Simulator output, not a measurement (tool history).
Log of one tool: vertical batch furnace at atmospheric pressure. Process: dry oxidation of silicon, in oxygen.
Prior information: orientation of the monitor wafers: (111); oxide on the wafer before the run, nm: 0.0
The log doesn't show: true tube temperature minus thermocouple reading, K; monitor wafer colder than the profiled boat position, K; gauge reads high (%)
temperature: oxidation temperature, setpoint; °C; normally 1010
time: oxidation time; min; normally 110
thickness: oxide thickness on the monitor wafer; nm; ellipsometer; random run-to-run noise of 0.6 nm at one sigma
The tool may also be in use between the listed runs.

| run | day | temperature | time | wafers since the last listed run | hours since the last temperature calibration | hours since the boat lift was adjusted | hours since the gauge calibration | read-back reference wafer on the same gauge, thickness | thickness |
|---|---|---|---|---|---|---|---|---|---|
| 1 | 0 | 1010 | 110 | 0 | 2991.8 | 2341.3 | 719.8 | 85.04 | 105.55 |
| 2 | 2.433 | 1028 | 110 | 882 | 3050.2 | 2399.7 | 778.2 | 84.92 | 119.27 |
| 3 | 4.529 | 1028 | 110 | 759 | 3100.5 | 2450 | 828.5 | 84.95 | 118.44 |
| 4 | 6.029 | 1010 | 110 | 543 | 3136.5 | 2486 | 864.5 | 84.85 | 105.51 |
| 5 | 9.988 | 1010 | 129.5 | 1434 | 3231.5 | 2581 | 959.5 | 85 | 116.29 |
| 6 | 13.883 | 1010 | 129.5 | 1412 | 3325 | 2674.5 | 1053 | 85.15 | 116.15 |
| 7 | 17.242 | 1010 | 110 | 1217 | 3405.6 | 2755.1 | 1133.6 | 84.94 | 105.39 |
| 8 | 20.008 | 1010 | 110 | 1002 | 3472 | 2821.5 | 1200 | 85.16 | 105.79 |
| 9 | 22.129 | 1010 | 92 | 768 | 3522.9 | 2872.4 | 1250.9 | 85.09 | 94.4 |
| 10 | 23.671 | 1010 | 92 | 558 | 3559.9 | 2909.4 | 1287.9 | 84.79 | 94.06 |
| 11 | 26.35 | 1010 | 110 | 971 | 3624.2 | 2973.7 | 1352.2 | 84.79 | 105.19 |
|  | 27.392 | boat lift adjusted |
| 12 | 29.129 | 1003 | 110 | 644 | 3690.9 | 41.7 | 1418.9 | 85.09 | 99.71 |

The next listed run, before its measurement:
| 13 | 31.683 | 1010 | 110 | 925 | 3752.2 | 103 | 1480.2 | ? | ? |

read-back reference wafer on the same gauge, thickness: 85.02
thickness: 104.22 nm
Had the tool carried no hidden state, the very same run would have given thickness 104.22 nm.
